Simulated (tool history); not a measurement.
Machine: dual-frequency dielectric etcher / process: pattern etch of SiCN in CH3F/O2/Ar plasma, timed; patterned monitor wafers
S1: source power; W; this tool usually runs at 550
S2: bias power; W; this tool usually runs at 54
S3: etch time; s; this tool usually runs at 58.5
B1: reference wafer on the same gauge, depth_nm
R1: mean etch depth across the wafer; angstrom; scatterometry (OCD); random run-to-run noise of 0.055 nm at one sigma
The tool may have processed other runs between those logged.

run 1 hour=0 | S1=550 S2=54 S3=58.5 | B1=25.5 | R1=218.6
run 2 hour=57.9 | S1=550 S2=54 S3=58.5 | B1=25.51 | R1=218.7
-- hour=76.3 gauge calibrated
run 3 hour=114.7 | S1=550 S2=54 S3=58.5 | B1=25.5 | R1=219.5
-- hour=180.3 wet clean of the chamber
run 4 hour=180.8 | S1=550 S2=54 S3=58.5 | B1=25.49 | R1=218.2
run 5 hour=201 | S1=500 S2=54 S3=58.5 | B1=25.5 | R1=209.7
run 6 hour=269.8 | S1=550 S2=54 S3=46 | B1=25.5 | R1=172.6
run 7 hour=330.9 | S1=550 S2=54 S3=46 | B1=25.49 | R1=172.3
run 8 hour=355.2 | S1=620 S2=54 S3=46 | B1=25.51 | R1=180.5
run 9 hour=437.1 | S1=620 S2=54 S3=46 | B1=25.5 | R1=181.4
-- hour=504.9 upper electrode replaced
run 10 hour=505.4 | S1=550 S2=59 S3=58.5 | B1=25.49 | R1=225.3
run 11 hour=558.2 | S1=550 S2=59 S3=58.5 | B1=25.5 | R1=224.8
-- hour=627.2 bias power generator calibrated
-- hour=627.5 wet clean of the chamber
run 12 hour=628 | S1=550 S2=50 S3=58.5 | B1=25.5 | R1=213.1
run 13 hour=675.1 | S1=550 S2=54 S3=73.5 | B1=25.5 | R1=274
run 14 hour=716.6 | S1=550 S2=54 S3=43 | B1=25.5 | R1=160.8
run 15 hour=783.9 | S1=480 S2=54 S3=46.5 | B1=25.5 | R1=164.5
run 16 hour=819.6 | S1=550 S2=68 S3=58.5 | B1=25.48 | R1=235.7

Run 17, settings as shown, results not yet in. Your forecast:
run 17 hour=971 | S1=550 S2=54 S3=58.5 | B1=? | R1=?

{"run 17": {"B1": 25.49, "R1": 218.4}}
With the hidden condition absent and the run-to-run variation left alone, this run would have shown R1 218.4 angstrom.
